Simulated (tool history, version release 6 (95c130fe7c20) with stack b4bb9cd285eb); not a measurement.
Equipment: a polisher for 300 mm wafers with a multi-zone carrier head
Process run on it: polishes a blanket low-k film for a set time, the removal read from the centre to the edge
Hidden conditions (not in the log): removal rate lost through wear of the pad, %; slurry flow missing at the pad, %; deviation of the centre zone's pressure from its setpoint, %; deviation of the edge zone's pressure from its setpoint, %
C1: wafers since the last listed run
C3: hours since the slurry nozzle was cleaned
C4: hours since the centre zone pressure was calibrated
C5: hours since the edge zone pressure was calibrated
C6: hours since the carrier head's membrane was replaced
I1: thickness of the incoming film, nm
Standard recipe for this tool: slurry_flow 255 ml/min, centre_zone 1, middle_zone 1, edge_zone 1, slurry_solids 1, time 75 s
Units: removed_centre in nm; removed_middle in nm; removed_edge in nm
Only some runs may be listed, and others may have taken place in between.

run 1 hour=0 | slurry_flow=255 centre_zone=1 middle_zone=1 edge_zone=1 slurry_solids=1 time=75 | C1=0 wafers_polished_on_this_pad=41 C3=499.6 C4=341 C5=1001.5 C6=517.4 | I1=779.8 | removed_centre=33.2 removed_middle=30.9 removed_edge=32.4
run 2 hour=33.7 | slurry_flow=255 centre_zone=1 middle_zone=1 edge_zone=1 slurry_solids=1 time=75 | C1=317 wafers_polished_on_this_pad=358 C3=533.3 C4=374.7 C5=1035.2 C6=551.1 | I1=762.6 | removed_centre=33.6 removed_middle=30 removed_edge=31.1
-- hour=70.4 worn pad replaced by a new one
run 3 hour=70.9 | slurry_flow=255 centre_zone=1 middle_zone=1 edge_zone=1 slurry_solids=1 time=75 | C1=312 wafers_polished_on_this_pad=4 C3=570.5 C4=411.9 C5=1072.4 C6=588.3 | I1=778.5 | removed_centre=33.1 removed_middle=30 removed_edge=30.4
run 4 hour=99.3 | slurry_flow=255 centre_zone=1 middle_zone=1 edge_zone=1 slurry_solids=1 time=75 | C1=267 wafers_polished_on_this_pad=271 C3=598.9 C4=440.3 C5=1100.8 C6=616.7 | I1=766.5 | removed_centre=33 removed_middle=29.7 removed_edge=31.3
run 5 hour=126.2 | slurry_flow=255 centre_zone=1 middle_zone=1 edge_zone=1 slurry_solids=1 time=75 | C1=253 wafers_polished_on_this_pad=524 C3=625.8 C4=467.2 C5=1127.7 C6=643.6 | I1=782.3 | removed_centre=33.3 removed_middle=29.9 removed_edge=31.5
-- hour=144.7 worn pad replaced by a new one
run 6 hour=145.2 | slurry_flow=255 centre_zone=1 middle_zone=1 edge_zone=1 slurry_solids=1 time=75 | C1=141 wafers_polished_on_this_pad=4 C3=644.8 C4=486.2 C5=1146.7 C6=662.6 | I1=771.1 | removed_centre=32.7 removed_middle=29.3 removed_edge=31.1
-- hour=162.8 carrier head's membrane replaced by a new one
run 7 hour=176.9 | slurry_flow=255 centre_zone=1 middle_zone=1 edge_zone=1 slurry_solids=1 time=75 | C1=251 wafers_polished_on_this_pad=255 C3=676.5 C4=517.9 C5=1178.4 C6=14.1 | I1=764.2 | removed_centre=33.3 removed_middle=28.9 removed_edge=31.2
run 8 hour=206.8 | slurry_flow=255 centre_zone=1 middle_zone=1 edge_zone=1 slurry_solids=1 time=75 | C1=281 wafers_polished_on_this_pad=537 C3=706.4 C4=547.8 C5=1208.3 C6=44 | I1=762.7 | removed_centre=32.7 removed_middle=29 removed_edge=30.7
-- hour=222.1 slurry nozzle cleaned
-- hour=229.1 worn pad replaced by a new one
run 9 hour=241.3 | slurry_flow=255 centre_zone=1 middle_zone=1 edge_zone=1 slurry_solids=1 time=75 | C1=277 wafers_polished_on_this_pad=115 C3=19.2 C4=582.3 C5=1242.8 C6=78.5 | I1=769.7 | removed_centre=36.6 removed_middle=31.4 removed_edge=32.2
run 10 hour=256.6 | slurry_flow=255 centre_zone=0.96 middle_zone=0.93 edge_zone=1 slurry_solids=1.25 time=89 | C1=143 wafers_polished_on_this_pad=259 C3=34.5 C4=597.6 C5=1258.1 C6=93.8 | I1=768.8 | removed_centre=43.8 removed_middle=37.4 removed_edge=40
run 11 hour=281.6 | slurry_flow=330 centre_zone=0.96 middle_zone=1 edge_zone=1 slurry_solids=0.9 time=75 | C1=235 wafers_polished_on_this_pad=494 C3=59.5 C4=622.6 C5=1283.1 C6=118.8 | I1=771.4 | removed_centre=35.1 removed_middle=30.7 removed_edge=32.4
-- hour=293.3 edge zone pressure recalibrated
run 12 hour=297.5 | slurry_flow=255 centre_zone=1 middle_zone=1 edge_zone=1 slurry_solids=1 time=75 | C1=130 wafers_polished_on_this_pad=625 C3=75.4 C4=638.5 C5=4.2 C6=134.7 | I1=755.5 | removed_centre=35.7 removed_middle=31.4 removed_edge=31.6
-- hour=321 centre zone pressure recalibrated
-- hour=323.4 worn pad replaced by a new one
run 13 hour=323.9 | slurry_flow=185 centre_zone=1 middle_zone=1.09 edge_zone=1 slurry_solids=0.9 time=75 | C1=206 wafers_polished_on_this_pad=4 C3=101.8 C4=2.9 C5=30.6 C6=161.1 | I1=771 | removed_centre=30.5 removed_middle=31.6 removed_edge=30.4
run 14 hour=345.4 | slurry_flow=255 centre_zone=1 middle_zone=1.1 edge_zone=1.12 slurry_solids=1.15 time=89 | C1=202 wafers_polished_on_this_pad=207 C3=123.3 C4=24.4 C5=52.1 C6=182.6 | I1=774 | removed_centre=40.2 removed_middle=42.6 removed_edge=42.7
run 15 hour=359.6 | slurry_flow=255 centre_zone=1 middle_zone=0.95 edge_zone=1 slurry_solids=1.2 time=75 | C1=133 wafers_polished_on_this_pad=340 C3=137.5 C4=38.6 C5=66.3 C6=196.8 | I1=772.7 | removed_centre=34.5 removed_middle=32.4 removed_edge=34.8
run 16 hour=386 | slurry_flow=255 centre_zone=0.94 middle_zone=1 edge_zone=1.08 slurry_solids=1 time=75 | C1=248 wafers_polished_on_this_pad=589 C3=163.9 C4=65 C5=92.7 C6=223.2 | I1=770 | removed_centre=30.3 removed_middle=31.9 removed_edge=33.6
run 17 hour=399.7 | slurry_flow=255 centre_zone=1 middle_zone=1 edge_zone=1 slurry_solids=1 time=75 | C1=128 wafers_polished_on_this_pad=718 C3=177.6 C4=78.7 C5=106.4 C6=236.9 | I1=767.5 | removed_centre=32.7 removed_middle=31.6 removed_edge=32
-- hour=410.9 worn pad replaced by a new one
run 18 hour=420 | slurry_flow=255 centre_zone=1 middle_zone=1.04 edge_zone=1 slurry_solids=1.2 time=75 | C1=153 wafers_polished_on_this_pad=86 C3=197.9 C4=99 C5=126.7 C6=257.2 | I1=772.7 | removed_centre=34 removed_middle=34.4 removed_edge=34.9
run 19 hour=435.8 | slurry_flow=255 centre_zone=1 middle_zone=1 edge_zone=0.93 slurry_solids=1.1 time=75 | C1=148 wafers_polished_on_this_pad=234 C3=213.7 C4=114.8 C5=142.5 C6=273 | I1=776.5 | removed_centre=33.5 removed_middle=32.8 removed_edge=31.8

5 ways to go on from here, each from the tool as it stands after run 19. What would each give?
run A hour=436.3 | slurry_flow=255 centre_zone=1 middle_zone=1 edge_zone=0.96 slurry_solids=1 time=75 | C1=4 wafers_polished_on_this_pad=239 C3=214.2 C4=115.3 C5=143 C6=273.5 | I1=763.5 | removed_centre=? removed_middle=? removed_edge=?
run B hour=436.3 | slurry_flow=185 centre_zone=0.88 middle_zone=0.94 edge_zone=1 slurry_solids=1 time=87 | C1=4 wafers_polished_on_this_pad=239 C3=214.2 C4=115.3 C5=143 C6=273.5 | I1=763.5 | removed_centre=? removed_middle=? removed_edge=?
run C hour=436.3 | slurry_flow=255 centre_zone=1.1 middle_zone=0.89 edge_zone=1 slurry_solids=1 time=75 | C1=4 wafers_polished_on_this_pad=239 C3=214.2 C4=115.3 C5=143 C6=273.5 | I1=763.5 | removed_centre=? removed_middle=? removed_edge=?
run D hour=436.3 | slurry_flow=255 centre_zone=1 middle_zone=1 edge_zone=1.11 slurry_solids=1 time=75 | C1=4 wafers_polished_on_this_pad=239 C3=214.2 C4=115.3 C5=143 C6=273.5 | I1=763.5 | removed_centre=? removed_middle=? removed_edge=?
run E hour=436.3 | slurry_flow=220 centre_zone=1 middle_zone=1 edge_zone=1.03 slurry_solids=1.2 time=50 | C1=4 wafers_polished_on_this_pad=239 C3=214.2 C4=115.3 C5=143 C6=273.5 | I1=763.5 | removed_centre=? removed_middle=? removed_edge=?

run=A removed_centre=32.7 removed_middle=31.4 removed_edge=31.3
run=B removed_centre=32 removed_middle=33.3 removed_edge=36
run=C removed_centre=36 removed_middle=28.5 removed_edge=32
run=D removed_centre=32.7 removed_middle=31.4 removed_edge=33.6
run=E removed_centre=22.6 removed_middle=21.7 removed_edge=22.5
Without the tool's unlogged condition, the same runs would have read:
run=A removed_centre=31.8 removed_middle=31.6 removed_edge=31.5
run=B removed_centre=31.1 removed_middle=33.6 removed_edge=36.3
run=C removed_centre=35 removed_middle=28.7 removed_edge=32.1
run=D removed_centre=31.8 removed_middle=31.6 removed_edge=33.8
run=E removed_centre=22 removed_middle=21.9 removed_edge=22.6

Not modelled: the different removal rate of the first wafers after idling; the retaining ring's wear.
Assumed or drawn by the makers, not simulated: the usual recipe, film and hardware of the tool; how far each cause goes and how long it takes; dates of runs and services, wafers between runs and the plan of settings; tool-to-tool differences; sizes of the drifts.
